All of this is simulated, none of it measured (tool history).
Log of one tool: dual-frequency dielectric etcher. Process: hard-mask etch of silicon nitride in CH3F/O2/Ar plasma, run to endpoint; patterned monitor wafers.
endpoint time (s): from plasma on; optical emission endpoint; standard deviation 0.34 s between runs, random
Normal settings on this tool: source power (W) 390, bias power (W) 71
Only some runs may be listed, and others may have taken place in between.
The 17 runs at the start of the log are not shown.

run    hour  source power (W)  bias power (W)  wafers since the last listed run  hours since the last wet clean  hours since the last source power generator calibration  hours since the last bias power generator calibration  hours since the last upper electrode change  incoming incoming film thickness, nm  endpoint time (s)
 18   923.6               440              88                               672                           609.4                                                   3981.0                                                  329.7                                        152.0                                 49.33               59.7
 19   978.6               390              53                               516                           664.4                                                   4036.0                                                  384.7                                        207.0                                 49.67               77.2
     1032.5  -- wet clean of the chamber
 20  1033.0               300              71                               285                             0.5                                                   4090.4                                                  439.1                                        261.4                                 49.30               73.4
 21  1065.4               310              59                               304                            32.9                                                   4122.8                                                  471.5                                        293.8                                 49.78               79.7
 22  1127.7               390              71                               585                            95.2                                                   4185.1                                                  533.8                                        356.1                                 49.25               68.4
 23  1165.4               490              61                               354                           132.9                                                   4222.8                                                  571.5                                        393.8                                 48.85               67.3
 24  1194.6               350              65                               274                           162.1                                                   4252.0                                                  600.7                                        423.0                                 49.26               73.6
     1231.6  -- source power generator calibrated
 25  1238.0               420              59                               370                           205.5                                                      6.4                                                  644.1                                        466.4                                 49.40               72.2
 26  1299.8               460              63                               580                           267.3                                                     68.2                                                  705.9                                        528.2                                 49.43               68.5
 27  1365.0               480              87                               612                           332.5                                                    133.4                                                  771.1                                        593.4                                 49.01               58.0
 28  1427.3               480              56                               585                           394.8                                                    195.7                                                  833.4                                        655.7                                 49.19               70.4
 29  1468.2               460              56                               384                           435.7                                                    236.6                                                  874.3                                        696.6                                 49.18               72.3
 30  1531.7               430              55                               596                           499.2                                                    300.1                                                  937.8                                        760.1                                 49.36               74.2
 31  1561.0               390              71                               275                           528.5                                                    329.4                                                  967.1                                        789.4                                 49.74               67.9
 32  1606.4               390              71                               426                           573.9                                                    374.8                                                 1012.5                                        834.8                                 49.72               68.3
 33  1635.4               450              55                               272                           602.9                                                    403.8                                                 1041.5                                        863.8                                 49.17               72.5
 34  1679.6               390              71                               415                           647.1                                                    448.0                                                 1085.7                                        908.0                                 49.02               68.0
     1737.2  -- wet clean of the chamber
 35  1741.5               310              60                               356                             4.3                                                    509.9                                                 1147.6                                        969.9                                 49.07               78.6

Below are 4 alternative next runs, each starting from the tool's condition after run 35. Predict each:
  A  1741.9               340              71                                 3                             4.7                                                    510.3                                                 1148.0                                        970.3                                 49.28                  ?
  B  1741.9               390              80                                 3                             4.7                                                    510.3                                                 1148.0                                        970.3                                 49.28                  ?
  C  1741.9               310              58                                 3                             4.7                                                    510.3                                                 1148.0                                        970.3                                 49.28                  ?
  D  1741.9               460              61                                 3                             4.7                                                    510.3                                                 1148.0                                        970.3                                 49.28                  ?

run  endpoint time (s)
  A               71.4
  B               65.0
  C               80.3
  D               69.5
Had the tool no hidden state, the same runs would have come out as:
run  endpoint time (s)
  A               71.4
  B               65.0
  C               80.3
  D               69.5
